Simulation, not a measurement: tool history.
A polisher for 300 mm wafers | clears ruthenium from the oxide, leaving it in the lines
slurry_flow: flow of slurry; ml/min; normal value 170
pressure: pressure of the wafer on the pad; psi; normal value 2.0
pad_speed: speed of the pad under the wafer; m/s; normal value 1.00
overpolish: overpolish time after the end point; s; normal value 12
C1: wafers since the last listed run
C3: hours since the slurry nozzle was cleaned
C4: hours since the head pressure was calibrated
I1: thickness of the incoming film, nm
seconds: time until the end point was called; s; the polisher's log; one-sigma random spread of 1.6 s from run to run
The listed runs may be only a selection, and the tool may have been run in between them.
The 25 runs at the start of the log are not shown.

run 26 hour=641.5 | slurry_flow=170 pressure=1.5 pad_speed=1.00 overpolish=12 | C1=220 wafers_polished_on_this_pad=1557 C3=198.3 C4=1172.5 | I1=139.1 | seconds=190.5
-- hour=656.0 worn pad replaced by a new one
-- hour=657.5 head pressure recalibrated
run 27 hour=658.0 | slurry_flow=225 pressure=2.2 pad_speed=0.84 overpolish=10 | C1=76 wafers_polished_on_this_pad=3 C3=214.8 C4=0.5 | I1=139.0 | seconds=126.7
run 28 hour=689.8 | slurry_flow=210 pressure=2.0 pad_speed=1.00 overpolish=12 | C1=221 wafers_polished_on_this_pad=225 C3=246.6 C4=32.3 | I1=140.7 | seconds=128.4
run 29 hour=708.0 | slurry_flow=195 pressure=1.6 pad_speed=0.68 overpolish=10 | C1=126 wafers_polished_on_this_pad=352 C3=264.8 C4=50.5 | I1=138.3 | seconds=199.6
run 30 hour=742.3 | slurry_flow=170 pressure=2.0 pad_speed=1.00 overpolish=12 | C1=239 wafers_polished_on_this_pad=591 C3=299.1 C4=84.8 | I1=140.5 | seconds=134.4
run 31 hour=760.3 | slurry_flow=170 pressure=1.6 pad_speed=1.36 overpolish=12 | C1=125 wafers_polished_on_this_pad=716 C3=317.1 C4=102.8 | I1=138.5 | seconds=135.3
run 32 hour=787.3 | slurry_flow=155 pressure=2.0 pad_speed=1.00 overpolish=12 | C1=188 wafers_polished_on_this_pad=905 C3=344.1 C4=129.8 | I1=140.9 | seconds=146.3
run 33 hour=813.3 | slurry_flow=220 pressure=2.0 pad_speed=1.26 overpolish=16 | C1=181 wafers_polished_on_this_pad=1086 C3=370.1 C4=155.8 | I1=140.9 | seconds=116.2
run 34 hour=835.6 | slurry_flow=170 pressure=2.0 pad_speed=1.14 overpolish=18 | C1=155 wafers_polished_on_this_pad=1241 C3=392.4 C4=178.1 | I1=138.8 | seconds=131.0
run 35 hour=849.9 | slurry_flow=170 pressure=2.0 pad_speed=1.00 overpolish=12 | C1=99 wafers_polished_on_this_pad=1341 C3=406.7 C4=192.4 | I1=139.2 | seconds=148.3
-- hour=871.9 worn pad replaced by a new one
run 36 hour=876.5 | slurry_flow=215 pressure=2.0 pad_speed=0.86 overpolish=8 | C1=157 wafers_polished_on_this_pad=31 C3=433.3 C4=219.0 | I1=139.4 | seconds=139.0
run 37 hour=890.1 | slurry_flow=170 pressure=2.0 pad_speed=1.00 overpolish=12 | C1=94 wafers_polished_on_this_pad=126 C3=446.9 C4=232.6 | I1=140.2 | seconds=134.8
run 38 hour=907.1 | slurry_flow=170 pressure=1.4 pad_speed=1.00 overpolish=12 | C1=118 wafers_polished_on_this_pad=245 C3=463.9 C4=249.6 | I1=140.0 | seconds=183.8

What if the next run were any one of these 3? Each begins from the tool's condition after run 38:
run A hour=907.6 | slurry_flow=135 pressure=2.0 pad_speed=1.00 overpolish=12 | C1=3 wafers_polished_on_this_pad=248 C3=464.4 C4=250.1 | I1=138.9 | seconds=?
run B hour=907.6 | slurry_flow=115 pressure=2.5 pad_speed=0.76 overpolish=9 | C1=3 wafers_polished_on_this_pad=248 C3=464.4 C4=250.1 | I1=138.9 | seconds=?
run C hour=907.6 | slurry_flow=170 pressure=1.8 pad_speed=1.00 overpolish=12 | C1=3 wafers_polished_on_this_pad=248 C3=464.4 C4=250.1 | I1=138.9 | seconds=?

run=A seconds=141.1
run=B seconds=144.2
run=C seconds=146.8
With no hidden state in the tool, these same runs would have given:
run=A seconds=132.5
run=B seconds=134.4
run=C seconds=139.0
